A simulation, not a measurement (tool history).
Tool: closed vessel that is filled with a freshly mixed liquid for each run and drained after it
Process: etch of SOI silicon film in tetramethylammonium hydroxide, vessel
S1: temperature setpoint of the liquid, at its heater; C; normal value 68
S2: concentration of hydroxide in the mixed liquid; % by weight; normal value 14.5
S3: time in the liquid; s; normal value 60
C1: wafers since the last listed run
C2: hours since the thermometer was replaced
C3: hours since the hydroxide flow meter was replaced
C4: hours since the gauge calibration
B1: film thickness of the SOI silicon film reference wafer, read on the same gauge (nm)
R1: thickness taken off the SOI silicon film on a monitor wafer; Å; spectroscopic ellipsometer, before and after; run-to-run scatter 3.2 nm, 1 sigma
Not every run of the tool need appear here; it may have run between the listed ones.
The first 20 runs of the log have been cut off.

run     day    S1    S2  S3     C1      C2     C3      C4      B1      R1
 21  43.612    68  14.5  60   6233   887.3  289.8  1811.1  120.01  3107.7
 22  45.304    61  10.5  40   4282   927.9  330.4  1851.7  119.95  1581.4
     45.683  -- hydroxide flow meter replaced, repeated, since the last time left the tool worse
 23    46.4    68    17  90   2668   954.2   17.2    1878  120.01  4620.7
     46.796  -- gauge calibrated
 24  48.496    68  14.5  60   5305  1004.5   67.5    40.8  119.97  3280.7
     52.683  -- thermometer replaced
 25  56.367    75  18.5  30  19818    88.4  256.4   229.7  120.02  2265.7
 26  58.867  62.5  13.5  50   6328   148.4  316.4   289.7  119.95  2031.4
 27  60.229  64.5  11.5  45   3448   181.1  349.1   322.4  120.03  2229.6
 28  61.954    68  14.5  90   4366   222.5  390.5   363.8  120.01  4916.2
 29  65.883    68  17.5  30   9946   316.8  484.8   458.1  120.06  1511.7
 30  67.817    62  18.5  80   4893   363.2  531.2   504.5  120.01  2748.1
 31  70.275    68    18  60   6222   422.2  590.2   563.5  119.97  2982.6
 32  73.254  63.5  14.5  60   7541   493.7  661.7     635  120.01  2467.6

Predict each of these 5 candidate next runs independently; none follows another, all start after run 32:
  A  73.283    68  14.5  60  73  494.4  662.4  635.7   ?   ?
  B  73.283    66  14.5  60  73  494.4  662.4  635.7   ?   ?
  C  73.283    64  17.5  40  73  494.4  662.4  635.7   ?   ?
  D  73.283  61.5  10.5  95  73  494.4  662.4  635.7   ?   ?
  E  73.283    68  14.5  80  73  494.4  662.4  635.7   ?   ?

run      B1      R1
  A  120.01  3258.9
  B  120.01  2891.9
  C  120.01  1595.8
  D  120.01  4020.6
  E  120.01  4345.2
With no hidden state in the tool, these same runs would have given:
run      R1
  A  3313.4
  B  2940.3
  C  1615.1
  D  4062.7
  E  4417.9
